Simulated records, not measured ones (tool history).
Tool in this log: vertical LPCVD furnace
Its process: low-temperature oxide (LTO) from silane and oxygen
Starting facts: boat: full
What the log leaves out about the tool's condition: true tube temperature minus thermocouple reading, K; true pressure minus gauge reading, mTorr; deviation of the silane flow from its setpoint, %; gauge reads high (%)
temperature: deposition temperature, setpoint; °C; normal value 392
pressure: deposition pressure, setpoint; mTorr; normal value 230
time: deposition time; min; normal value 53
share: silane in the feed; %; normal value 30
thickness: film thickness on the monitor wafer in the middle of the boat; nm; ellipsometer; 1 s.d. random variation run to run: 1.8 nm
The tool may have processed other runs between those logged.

run,hour,temperature,pressure,time,share,wafers since the last listed run,hours since the last temperature calibration,hours since the pressure gauge was zeroed,hours since the silane flow controller was replaced,hours since the gauge calibration,"read-back reference wafer on the same gauge, thickness",thickness
1,0,392,230,53,30,0,4910.6,3144.8,3721.6,1187.4,287.83,338.69
2,86.1,392,230,53,30,1210,4996.7,3230.9,3807.7,1273.5,287.89,342.25
3,167.3,392,230,53,30,1141,5077.9,3312.1,3888.9,1354.7,287.58,340.51
# hour 201: silane flow controller replaced
4,217.9,392,230,53,26,373,5128.5,3362.7,16.9,1405.3,288.25,270.21
# hour 314.3: thermocouples replaced and temperature profile calibrated
5,352.4,392,230,53,26,1553,38.1,3497.2,151.4,1539.8,288.44,262.98
6,404,392,230,53,26,725,89.7,3548.8,203,1591.4,288.04,258.77
# hour 458: pressure gauge zeroed
7,458.5,392,230,63.5,30,428,144.2,0.5,257.5,1645.9,288.09,383.78
8,502.4,392,230,63.5,30,617,188.1,44.4,301.4,1689.8,288.4,386.75
9,585,392,230,53,28,1161,270.7,127,384,1772.4,287.75,292.05
10,653.1,392,230,53,28,957,338.8,195.1,452.1,1840.5,287.97,290.45
11,753.9,388,180,53,27,1417,439.6,295.9,552.9,1941.3,288.54,206.04
12,813.8,404,230,53,30,842,499.5,355.8,612.8,2001.2,288.36,373.74
13,911.6,403,275,69.5,33,1374,597.3,453.6,710.6,2099,287.65,660.5
14,955.5,392,230,53,30,617,641.2,497.5,754.5,2142.9,287.45,322.37
15,996.4,392,230,53,26,574,682.1,538.4,795.4,2183.8,287.61,261.07
16,1047.4,392,230,53,30,716,733.1,589.4,846.4,2234.8,287.82,327.24
# hour 1071: gauge calibrated
17,1138.3,386,230,53,33,1277,824,680.3,937.3,67.3,288.05,345.72
18,1199.8,392,210,53,32,864,885.5,741.8,998.8,128.8,287.32,323.94
19,1341.2,392,230,53,30,1987,1026.9,883.2,1140.2,270.2,288.1,321.08
20,1433.2,392,230,53,30,1293,1118.9,975.2,1232.2,362.2,288.49,323.71
21,1537.2,392,255,67,30,1462,1222.9,1079.2,1336.2,466.2,287.56,459.26
22,1606.2,392,210,53,35,970,1291.9,1148.2,1405.2,535.2,287.62,370.47
23,1705.5,392,230,53,30,1395,1391.2,1247.5,1504.5,634.5,288.69,324.78
24,1804.6,392,230,53,30,1393,1490.3,1346.6,1603.6,733.6,288.45,325.77
25,1841.3,389,230,53,32,515,1527,1383.3,1640.3,770.3,287.88,348.57
26,1943.2,392,230,53,30,1432,1628.9,1485.2,1742.2,872.2,287.8,326.18
27,2011.5,381,230,53,30,960,1697.2,1553.5,1810.5,940.5,288.18,289.25
28,2079.5,392,200,53,30,955,1765.2,1621.5,1878.5,1008.5,287.61,286.03
29,2150.2,392,230,53,30,993,1835.9,1692.2,1949.2,1079.2,287.47,329.36
30,2186.8,392,265,53,30,514,1872.5,1728.8,1985.8,1115.8,288.21,377.38
31,2241.7,392,195,67.5,35,771,1927.4,1783.7,2040.7,1170.7,287.74,440.08

Below are 4 alternative next runs, each starting from the tool's condition after run 31. Predict each:
A,2245.8,392,255,53,30,57,1931.5,1787.8,2044.8,1174.8,?,?
B,2245.8,392,185,68.5,32,57,1931.5,1787.8,2044.8,1174.8,?,?
C,2245.8,399,265,53,34,57,1931.5,1787.8,2044.8,1174.8,?,?
D,2245.8,401,180,69.5,26,57,1931.5,1787.8,2044.8,1174.8,?,?

run,"read-back reference wafer on the same gauge, thickness",thickness
A,287.66,366.13
B,287.66,377.12
C,287.66,493.94
D,287.66,304.45
With no hidden state in the tool, these same runs would have given:
run,thickness
A,358.59
B,369.48
C,484.33
D,298.21
